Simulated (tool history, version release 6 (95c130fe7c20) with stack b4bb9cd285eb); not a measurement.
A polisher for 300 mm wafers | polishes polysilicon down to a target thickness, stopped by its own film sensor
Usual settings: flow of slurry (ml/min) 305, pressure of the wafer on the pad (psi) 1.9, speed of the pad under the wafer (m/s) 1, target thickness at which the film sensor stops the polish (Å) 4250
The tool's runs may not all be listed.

run	hour	flow of slurry (ml/min)	pressure of the wafer on the pad (psi)	speed of the pad under the wafer (m/s)	target thickness at which the film sensor stops the polish (Å)	incoming thickness of the incoming film, nm	time until the film sensor stopped the polish (s)
1	0	305	1.9	1	4250	779.4	61.9
2	91.8	305	1.9	1	4250	772.4	60.5
3	167.9	345	1.9	1	4500	788.6	58.6
4	218.6	305	1.9	1.18	4250	781.3	51.9
5	321.2	305	1.9	1	4250	777.5	62.3
6	425.5	305	1.9	1	4250	766.9	61.7
7	723.3	305	1.9	1	4250	777.1	60.4
8	806.4	305	1.9	1	4250	767.7	58.8
9	872.4	305	1.9	1	4250	778.1	59.6
10	930.8	305	1.9	1	4250	794.6	62.9
11	994.1	305	1.9	1	4250	787.5	62.8
12	1042.2	305	1.9	0.86	3490	785.8	83.2
13	1168.8	305	1.9	0.86	3490	765.5	81.5
14	1207.5	305	1.9	1	4250	778.4	63.9
15	1288.2	305	1.9	1	4250	772.9	64.6
16	1378.7	210	2.1	0.78	4250	780.9	75.2
17	1448.3	305	1.9	1	4250	783.9	68.7
18	1504	305	1.9	0.86	3800	774.2	85.5
19	1540.8	305	1.9	1	4250	792.6	64.1
20	1788.5	335	2.2	0.74	3250	788.5	87.6
21	1847.5	305	1.9	1	4250	785.2	62.8
22	1948.2	215	1.9	1	4250	781	65.2
23	2016	305	1.9	1.28	5200	772.8	39.9
24	2313.7	355	2.2	0.68	5090	769.6	49.3
25	2386.3	305	1.5	1	4250	783.3	67.9
26	2443.4	305	1.9	1	3210	776.4	77.3
27	2491.4	305	1.9	1	4250	778.1	61.2
28	2543.7	400	2.5	0.84	3160	795.1	76.3
29	2641.9	305	2.5	1	4590	770.2	47.3
30	2746.8	250	1.9	1	4250	780.8	64.5
31	2786.3	305	1.9	1.34	4250	791.5	55.4
32	2832.8	305	1.9	1	5020	780.6	49.8
33	2892.1	235	2.4	1.3	3050	777.7	66.8
34	2933	305	1.9	1	4250	763.4	62.7
35	2994.5	305	2.4	0.7	4250	768.1	62.4
36	3099.5	380	2.5	1.22	3350	776.9	57.7

Not shown: 12 entries that the log had between the listed runs. Between which runs, and how does the tool's hidden state differ before and after?
Between runs 3 and 4: slurry nozzle cleaned (hour 170.4)
  removal rate lost through wear of the pad, %: 2.93 -> 3.57
  measured less the result without the state, time until the film sensor stopped the polish (s): +1.7 -> +1.9
Between runs 6 and 7: head pressure recalibrated (hour 605.4); worn pad replaced by a new one, of another model than before (hour 657.4)
  removal rate lost through wear of the pad, %: 7.19 -> 0.432
  measured less the result without the state, time until the film sensor stopped the polish (s): +4.4 -> +0.3
Between runs 9 and 10: slurry nozzle cleaned (hour 910.5)
  removal rate lost through wear of the pad, %: 1.24 -> 1.79
  measured less the result without the state, time until the film sensor stopped the polish (s): +0.7 -> +1.1
Between runs 15 and 16: head pressure recalibrated (hour 1346.1)
  removal rate lost through wear of the pad, %: 8.01 -> 10.4
  measured less the result without the state, time until the film sensor stopped the polish (s): +5.2 -> +7.8
Between runs 18 and 19: worn pad replaced by a new one (hour 1512.3)
  removal rate lost through wear of the pad, %: 14.2 -> 1.94
  measured less the result without the state, time until the film sensor stopped the polish (s): +12.1 -> +1.2
Between runs 19 and 20: slurry nozzle cleaned (hour 1616.6)
  removal rate lost through wear of the pad, %: 1.94 -> 3.39
  measured less the result without the state, time until the film sensor stopped the polish (s): +1.2 -> +2.9
Between runs 23 and 24: head pressure recalibrated (hour 2137.5); worn pad replaced by a new one (hour 2261.4)
  removal rate lost through wear of the pad, %: 6.81 -> 0.396
  measured less the result without the state, time until the film sensor stopped the polish (s): +2.7 -> +0.2
Between runs 26 and 27: slurry nozzle cleaned (hour 2458.2)
  removal rate lost through wear of the pad, %: 0.982 -> 1.36
  measured less the result without the state, time until the film sensor stopped the polish (s): +0.7 -> +0.8
Between runs 34 and 35: worn pad replaced by a new one (hour 2983.6)
  removal rate lost through wear of the pad, %: 9.03 -> 0.441
  measured less the result without the state, time until the film sensor stopped the polish (s): +5.7 -> +0.3
Between runs 35 and 36: head pressure recalibrated (hour 3019.4)
  removal rate lost through wear of the pad, %: 0.441 -> 0.697
  measured less the result without the state, time until the film sensor stopped the polish (s): +0.3 -> +0.4
